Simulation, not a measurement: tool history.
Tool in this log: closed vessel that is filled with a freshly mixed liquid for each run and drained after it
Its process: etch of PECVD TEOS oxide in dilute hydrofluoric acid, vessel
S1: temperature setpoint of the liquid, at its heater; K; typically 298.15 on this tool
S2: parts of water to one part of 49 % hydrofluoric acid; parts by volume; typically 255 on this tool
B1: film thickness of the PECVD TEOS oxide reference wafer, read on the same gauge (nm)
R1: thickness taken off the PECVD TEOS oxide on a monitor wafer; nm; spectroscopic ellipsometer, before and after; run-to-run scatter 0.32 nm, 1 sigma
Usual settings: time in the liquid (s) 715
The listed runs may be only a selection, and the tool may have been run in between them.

run 1 hour=0 | S1=301.15 S2=255 time_in_the_liquid_(s)=715 | B1=129.98 | R1=36.52
run 2 hour=14.5 | S1=301.15 S2=255 time_in_the_liquid_(s)=715 | B1=130 | R1=36.79
run 3 hour=30 | S1=298.15 S2=255 time_in_the_liquid_(s)=715 | B1=129.99 | R1=33.36
run 4 hour=40 | S1=298.15 S2=255 time_in_the_liquid_(s)=715 | B1=130 | R1=32.73
run 5 hour=70.2 | S1=298.15 S2=255 time_in_the_liquid_(s)=715 | B1=130 | R1=32.95
run 6 hour=79.9 | S1=294.15 S2=255 time_in_the_liquid_(s)=615 | B1=129.98 | R1=24.56
run 7 hour=87.5 | S1=294.15 S2=255 time_in_the_liquid_(s)=615 | B1=129.97 | R1=24.21
run 8 hour=100.6 | S1=294.15 S2=255 time_in_the_liquid_(s)=615 | B1=129.99 | R1=24.5
run 9 hour=108.4 | S1=294.65 S2=255 time_in_the_liquid_(s)=715 | B1=130.02 | R1=28.65
run 10 hour=115.9 | S1=294.65 S2=255 time_in_the_liquid_(s)=715 | B1=130.01 | R1=28.55
run 11 hour=129.4 | S1=294.65 S2=255 time_in_the_liquid_(s)=715 | B1=130 | R1=28.8
run 12 hour=144.8 | S1=298.15 S2=255 time_in_the_liquid_(s)=380 | B1=130 | R1=16.78
-- hour=149 thermometer replaced
-- hour=151.4 gauge calibrated
run 13 hour=154.2 | S1=303.15 S2=340 time_in_the_liquid_(s)=400 | B1=130.03 | R1=14.3
run 14 hour=170 | S1=299.65 S2=290 time_in_the_liquid_(s)=715 | B1=129.98 | R1=28.53
run 15 hour=177.2 | S1=298.15 S2=255 time_in_the_liquid_(s)=715 | B1=130.01 | R1=31.66
-- hour=190.8 hydrofluoric acid flow meter replaced
run 16 hour=191.6 | S1=298.15 S2=255 time_in_the_liquid_(s)=715 | B1=130 | R1=35.85
run 17 hour=198 | S1=298.15 S2=255 time_in_the_liquid_(s)=715 | B1=130.02 | R1=35.91
run 18 hour=208.2 | S1=293.15 S2=355 time_in_the_liquid_(s)=1140 | B1=129.97 | R1=31.26
run 19 hour=225.5 | S1=298.15 S2=255 time_in_the_liquid_(s)=1120 | B1=129.98 | R1=56.45
run 20 hour=238.7 | S1=294.65 S2=160 time_in_the_liquid_(s)=1045 | B1=130.01 | R1=79.98
run 21 hour=251.9 | S1=298.15 S2=255 time_in_the_liquid_(s)=715 | B1=130 | R1=34.99
run 22 hour=266.3 | S1=298.15 S2=125 time_in_the_liquid_(s)=715 | B1=130.02 | R1=82.64

3 ways to go on from here, each from the tool as it stands after run 22. What would each give?
run A hour=267.1 | S1=298.15 S2=255 time_in_the_liquid_(s)=715 | B1=? | R1=?
run B hour=267.1 | S1=302.15 S2=255 time_in_the_liquid_(s)=990 | B1=? | R1=?
run C hour=267.1 | S1=303.15 S2=205 time_in_the_liquid_(s)=1100 | B1=? | R1=?

run=A B1=130 R1=35.68
run=B B1=130 R1=56.66
run=C B1=130 R1=85.99
Without the tool's hidden state the same runs would have given:
run=A R1=36.64
run=B R1=58.22
run=C R1=88.27
